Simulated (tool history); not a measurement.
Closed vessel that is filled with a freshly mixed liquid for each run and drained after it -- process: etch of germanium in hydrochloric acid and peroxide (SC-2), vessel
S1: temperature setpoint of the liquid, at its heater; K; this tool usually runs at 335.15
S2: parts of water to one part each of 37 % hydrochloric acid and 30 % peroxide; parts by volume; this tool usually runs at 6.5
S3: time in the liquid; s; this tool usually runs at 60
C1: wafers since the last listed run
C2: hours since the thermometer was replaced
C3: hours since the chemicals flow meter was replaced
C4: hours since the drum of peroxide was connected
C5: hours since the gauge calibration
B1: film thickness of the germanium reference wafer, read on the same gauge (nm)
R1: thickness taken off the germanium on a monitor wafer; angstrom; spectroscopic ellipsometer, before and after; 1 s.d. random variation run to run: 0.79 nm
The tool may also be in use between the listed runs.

run 1 hour=0.0 | S1=342.65 S2=7.5 S3=60 | C1=0 C2=957.1 C3=615.4 C4=639.6 C5=413.7 | B1=140.01 | R1=2351.6
run 2 hour=61.4 | S1=342.65 S2=7.5 S3=60 | C1=8396 C2=1018.5 C3=676.8 C4=701.0 C5=475.1 | B1=139.99 | R1=2354.6
run 3 hour=93.8 | S1=342.65 S2=7.5 S3=60 | C1=4430 C2=1050.9 C3=709.2 C4=733.4 C5=507.5 | B1=140.00 | R1=2357.8
-- hour=125.2 gauge calibrated
run 4 hour=150.5 | S1=342.15 S2=5.5 S3=60 | C1=7753 C2=1107.6 C3=765.9 C4=790.1 C5=25.3 | B1=140.01 | R1=2377.6
run 5 hour=179.3 | S1=342.15 S2=5.5 S3=60 | C1=3938 C2=1136.4 C3=794.7 C4=818.9 C5=54.1 | B1=140.00 | R1=2376.2
run 6 hour=244.8 | S1=342.15 S2=5.5 S3=60 | C1=8957 C2=1201.9 C3=860.2 C4=884.4 C5=119.6 | B1=139.98 | R1=2378.9
run 7 hour=286.7 | S1=335.15 S2=6.5 S3=60 | C1=5729 C2=1243.8 C3=902.1 C4=926.3 C5=161.5 | B1=139.99 | R1=1947.8
-- hour=320.7 chemicals flow meter replaced
-- hour=359.4 new drum of peroxide connected
run 8 hour=417.0 | S1=335.15 S2=6.5 S3=60 | C1=17544 C2=1374.1 C3=96.3 C4=57.6 C5=291.8 | B1=140.00 | R1=1962.6
run 9 hour=461.0 | S1=335.15 S2=6.5 S3=60 | C1=6016 C2=1418.1 C3=140.3 C4=101.6 C5=335.8 | B1=139.99 | R1=1962.9
run 10 hour=516.0 | S1=335.15 S2=4.0 S3=35 | C1=7521 C2=1473.1 C3=195.3 C4=156.6 C5=390.8 | B1=140.01 | R1=1172.2
run 11 hour=563.9 | S1=338.65 S2=6.5 S3=60 | C1=6550 C2=1521.0 C3=243.2 C4=204.5 C5=438.7 | B1=140.02 | R1=2186.0
-- hour=587.6 gauge calibrated
-- hour=594.5 thermometer replaced
run 12 hour=627.7 | S1=335.15 S2=5.0 S3=30 | C1=8587 C2=33.2 C3=307.0 C4=268.3 C5=40.1 | B1=139.99 | R1=928.1
run 13 hour=692.4 | S1=335.15 S2=7.5 S3=60 | C1=8847 C2=97.9 C3=371.7 C4=333.0 C5=104.8 | B1=139.99 | R1=1824.0

Run 14 has not been measured yet. What should we expect?
run 14 hour=725.6 | S1=335.15 S2=6.5 S3=60 | C1=4540 C2=131.1 C3=404.9 C4=366.2 C5=138.0 | B1=? | R1=?

Logged for run 14: B1 139.98, R1 1852.2 angstrom.
Minus the tool's unlogged condition, the same run would have read R1 1833.1 angstrom.
